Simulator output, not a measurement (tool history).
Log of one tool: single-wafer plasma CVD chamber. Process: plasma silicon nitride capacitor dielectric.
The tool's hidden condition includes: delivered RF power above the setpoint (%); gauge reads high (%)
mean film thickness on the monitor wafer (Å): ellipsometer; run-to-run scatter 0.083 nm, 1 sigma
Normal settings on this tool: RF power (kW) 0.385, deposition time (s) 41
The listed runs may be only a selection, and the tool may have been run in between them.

| run | hour | RF power (kW) | deposition time (s) | wafers since the last listed run | hours since the last RF generator calibration | hours since the showerhead was replaced | hours since the gauge calibration | read-back reference wafer on the same gauge, thickness_nm | mean film thickness on the monitor wafer (Å) |
|---|---|---|---|---|---|---|---|---|---|
| 1 | 0 | 0.415 | 41 | 0 | 1599.9 | 2237.6 | 90.4 | 51.576 | 554.5 |
| 2 | 15.7 | 0.385 | 41 | 262 | 1615.6 | 2253.3 | 106.1 | 51.632 | 543.58 |
| 3 | 41.7 | 0.385 | 41 | 434 | 1641.6 | 2279.3 | 132.1 | 51.552 | 543.26 |
| 4 | 50.9 | 0.385 | 41 | 153 | 1650.8 | 2288.5 | 141.3 | 51.576 | 544.16 |
| 5 | 57.6 | 0.385 | 41 | 111 | 1657.5 | 2295.2 | 148 | 51.618 | 543.49 |
| 6 | 67.6 | 0.415 | 44.6 | 167 | 1667.5 | 2305.2 | 158 | 51.584 | 603.06 |
| 7 | 84.8 | 0.415 | 44.6 | 287 | 1684.7 | 2322.4 | 175.2 | 51.605 | 603.56 |
| 8 | 99.1 | 0.385 | 41 | 238 | 1699 | 2336.7 | 189.5 | 51.583 | 541.96 |
| 9 | 116 | 0.385 | 41 | 282 | 1715.9 | 2353.6 | 206.4 | 51.64 | 541.58 |
| 10 | 125.6 | 0.33 | 41 | 160 | 1725.5 | 2363.2 | 216 | 51.639 | 518.61 |
| 11 | 142.2 | 0.33 | 41 | 277 | 1742.1 | 2379.8 | 232.6 | 51.583 | 517.06 |
| 12 | 158.2 | 0.33 | 41 | 267 | 1758.1 | 2395.8 | 248.6 | 51.581 | 520.88 |
| 13 | 175.3 | 0.385 | 41 | 285 | 1775.2 | 2412.9 | 265.7 | 51.606 | 541.58 |
| 14 | 190.5 | 0.385 | 41 | 253 | 1790.4 | 2428.1 | 280.9 | 51.621 | 542.77 |
| 15 | 199.6 | 0.385 | 41 | 152 | 1799.5 | 2437.2 | 290 | 51.609 | 540.64 |
| 16 | 211.2 | 0.385 | 41 | 193 | 1811.1 | 2448.8 | 301.6 | 51.612 | 541.85 |
| 17 | 219.2 | 0.385 | 41 | 133 | 1819.1 | 2456.8 | 309.6 | 51.618 | 543.26 |
| 18 | 231.4 | 0.385 | 41 | 203 | 1831.3 | 2469 | 321.8 | 51.564 | 542.62 |
|  | 241.7 | gauge calibrated |
| 19 | 245.2 | 0.385 | 41 | 230 | 1845.1 | 2482.8 | 3.5 | 51.609 | 540.69 |
| 20 | 257.5 | 0.385 | 41 | 205 | 1857.4 | 2495.1 | 15.8 | 51.624 | 541.61 |
| 21 | 268.3 | 0.385 | 41 | 180 | 1868.2 | 2505.9 | 26.6 | 51.585 | 541.76 |
| 22 | 274.7 | 0.405 | 38.9 | 106 | 1874.6 | 2512.3 | 33 | 51.638 | 520.36 |
| 23 | 286.2 | 0.385 | 32.8 | 192 | 1886.1 | 2523.8 | 44.5 | 51.598 | 434.17 |
|  | 306.8 | RF generator calibrated |
| 24 | 307.3 | 0.45 | 38.5 | 218 | 0.5 | 2544.9 | 65.6 | 51.59 | 525.59 |
| 25 | 316.4 | 0.405 | 32.9 | 152 | 9.6 | 2554 | 74.7 | 51.63 | 435.19 |
| 26 | 323.5 | 0.385 | 41 | 118 | 16.7 | 2561.1 | 81.8 | 51.587 | 533.37 |
| 27 | 337 | 0.435 | 46.7 | 225 | 30.2 | 2574.6 | 95.3 | 51.638 | 632.68 |
| 28 | 346.5 | 0.31 | 46.5 | 158 | 39.7 | 2584.1 | 104.8 | 51.6 | 571.39 |
|  | 358.8 | showerhead replaced |
| 29 | 361.4 | 0.385 | 44.5 | 115 | 54.6 | 2.6 | 119.7 | 51.609 | 579.76 |
| 30 | 374.5 | 0.34 | 35.4 | 218 | 67.7 | 15.7 | 132.8 | 51.593 | 445.37 |
| 31 | 387.8 | 0.385 | 36.6 | 222 | 81 | 29 | 146.1 | 51.628 | 476.21 |
| 32 | 403.3 | 0.385 | 48.6 | 258 | 96.5 | 44.5 | 161.6 | 51.558 | 634.87 |
| 33 | 409.3 | 0.46 | 45.1 | 100 | 102.5 | 50.5 | 167.6 | 51.553 | 619.47 |
| 34 | 420.1 | 0.385 | 37 | 180 | 113.3 | 61.3 | 178.4 | 51.588 | 482.39 |
|  | 436.5 | RF generator calibrated, repeated, since the last time left the tool worse |
| 35 | 437 | 0.46 | 41 | 148 | 0.5 | 78.2 | 195.3 | 51.565 | 580.62 |
| 36 | 437.3 | 0.33 | 41 | 5 | 0.8 | 78.5 | 195.6 | 51.621 | 527.37 |
| 37 | 451.2 | 0.385 | 41 | 232 | 14.7 | 92.4 | 209.5 | 51.6 | 550.11 |
| 38 | 457.3 | 0.435 | 38 | 101 | 20.8 | 98.5 | 215.6 | 51.622 | 527.88 |
| 39 | 472.8 | 0.385 | 41 | 258 | 36.3 | 114 | 231.1 | 51.629 | 549.97 |
| 40 | 481 | 0.45 | 35.5 | 136 | 44.5 | 122.2 | 239.3 | 51.593 | 499.17 |
| 41 | 496.7 | 0.32 | 41 | 262 | 60.2 | 137.9 | 255 | 51.617 | 521.65 |
| 42 | 507.7 | 0.41 | 35.5 | 183 | 71.2 | 148.9 | 266 | 51.618 | 485.22 |
| 43 | 522.9 | 0.365 | 34.1 | 253 | 86.4 | 164.1 | 281.2 | 51.588 | 449.58 |

5 options for the next run, each taken on its own from the tool as it stands now. Forecast them:
| A | 523.3 | 0.365 | 41 | 6 | 86.8 | 164.5 | 281.6 | ? | ? |
| B | 523.3 | 0.31 | 38 | 6 | 86.8 | 164.5 | 281.6 | ? | ? |
| C | 523.3 | 0.34 | 36.1 | 6 | 86.8 | 164.5 | 281.6 | ? | ? |
| D | 523.3 | 0.365 | 43.7 | 6 | 86.8 | 164.5 | 281.6 | ? | ? |
| E | 523.3 | 0.35 | 41 | 6 | 86.8 | 164.5 | 281.6 | ? | ? |

| run | read-back reference wafer on the same gauge, thickness_nm | mean film thickness on the monitor wafer (Å) |
|---|---|---|
| A | 51.61 | 540.51 |
| B | 51.61 | 478.13 |
| C | 51.61 | 466.35 |
| D | 51.61 | 576.11 |
| E | 51.61 | 534.06 |
With the hidden condition removed and each run's random variation left untouched, the same runs would have given:
| run | mean film thickness on the monitor wafer (Å) |
|---|---|
| A | 541.65 |
| B | 479.14 |
| C | 467.33 |
| D | 577.32 |
| E | 535.18 |

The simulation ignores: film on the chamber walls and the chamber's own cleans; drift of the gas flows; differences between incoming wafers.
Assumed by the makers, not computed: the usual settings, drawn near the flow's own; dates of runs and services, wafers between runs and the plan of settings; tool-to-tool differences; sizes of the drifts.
